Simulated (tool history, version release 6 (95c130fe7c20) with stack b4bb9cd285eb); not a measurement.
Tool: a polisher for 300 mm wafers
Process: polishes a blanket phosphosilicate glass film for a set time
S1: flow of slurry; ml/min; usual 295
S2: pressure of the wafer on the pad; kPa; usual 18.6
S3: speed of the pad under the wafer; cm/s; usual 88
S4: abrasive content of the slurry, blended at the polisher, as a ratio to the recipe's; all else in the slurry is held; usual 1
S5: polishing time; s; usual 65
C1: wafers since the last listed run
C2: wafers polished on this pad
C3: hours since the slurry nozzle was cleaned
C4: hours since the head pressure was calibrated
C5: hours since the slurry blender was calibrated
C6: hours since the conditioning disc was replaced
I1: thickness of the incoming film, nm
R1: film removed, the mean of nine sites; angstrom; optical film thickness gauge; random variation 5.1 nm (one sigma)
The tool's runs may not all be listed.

run	hour	S1	S2	S3	S4	S5	C1	C2	C3	C4	C5	C6	I1	R1
1	0	295	18.6	88	1	65	0	112	308.4	15.9	8.3	161.7	2958.6	3879
2	23.5	295	18.6	88	1	65	205	317	331.9	39.4	31.8	185.2	3001.5	3760
3	52.1	295	18.6	88	1	65	249	567	360.5	68	60.4	213.8	3035.1	3607
4	68.2	295	18.6	88	1	65	140	707	376.6	84.1	76.5	229.9	2975.3	3515
5	89.4	295	18.6	88	1.05	65	185	893	397.8	105.3	97.7	251.1	3065.5	3634
6	103.2	295	18.6	88	1	65	120	1013	411.6	119.1	111.5	264.9	3064.4	3461
7	123.9	295	18.6	88	1	65	180	1194	432.3	139.8	132.2	285.6	2977.3	3529
# hour 139.7: slurry blender recalibrated
8	141.5	295	18.6	88	1	65	136	1330	449.9	157.4	1.8	303.2	3033	3956
# hour 148.3: worn pad replaced by a new one
9	164.4	295	18.6	88	1	65	164	140	472.8	180.3	24.7	326.1	3053.3	3803
10	182.2	295	18.6	88	1	65	155	295	490.6	198.1	42.5	343.9	3003.6	3683
11	209.3	295	18.6	88	1	65	236	532	517.7	225.2	69.6	371	3009.4	3670
12	226.2	295	18.6	88	1	65	147	679	534.6	242.1	86.5	387.9	3019	3596
# hour 230.5: conditioning disc replaced and pad reconditioned
13	256.3	295	18.6	88	1	72	245	925	564.7	272.2	116.6	25.8	3034	3917
# hour 304: slurry blender recalibrated
# hour 316.8: worn pad replaced by a new one
14	323.2	295	18.6	88	1.1	65	531	55	631.6	339.1	19.2	92.7	3050	4042
15	352.8	295	18.6	88	1	65	258	313	661.2	368.7	48.8	122.3	3007.9	3728
16	373.5	295	18.6	88	1.25	73	180	494	681.9	389.4	69.5	143	2992.5	4548
# hour 392.6: slurry nozzle cleaned
17	406.6	295	18.6	96	1	65	280	774	14	422.5	102.6	176.1	2979	3856
# hour 435.2: slurry blender recalibrated
18	437.6	295	18.6	108	0.7	71	253	1027	45	453.5	2.4	207.1	3051.3	4002
# hour 482.8: worn pad replaced by a new one
19	521.4	295	18.6	58	1	65	696	336	128.8	537.3	86.2	290.9	3030.2	2594
# hour 539.4: head pressure recalibrated
20	584.9	345	18.6	64	1	44	536	873	192.3	45.5	149.7	354.4	3017.2	1883
# hour 608.1: slurry blender recalibrated
21	608.6	295	18.6	96	1	65	189	1063	216	69.2	0.5	378.1	3062.6	4292
# hour 636.9: conditioning disc replaced and pad reconditioned
22	637.4	245	24.8	88	0.8	45	233	1296	244.8	98	29.3	0.5	2984.5	2684
# hour 645.5: worn pad replaced by a new one
23	666.5	295	18.6	88	1	65	219	183	273.9	127.1	58.4	29.6	3043.8	3598

Run 24 comes next. What will it give?
24	701	295	18.6	88	1	79	301	484	308.4	161.6	92.9	64.1	3019.9	?

{"run 24": {"R1": 4370}}
Without the tool's hidden state the same run would have given R1 4954 angstrom.
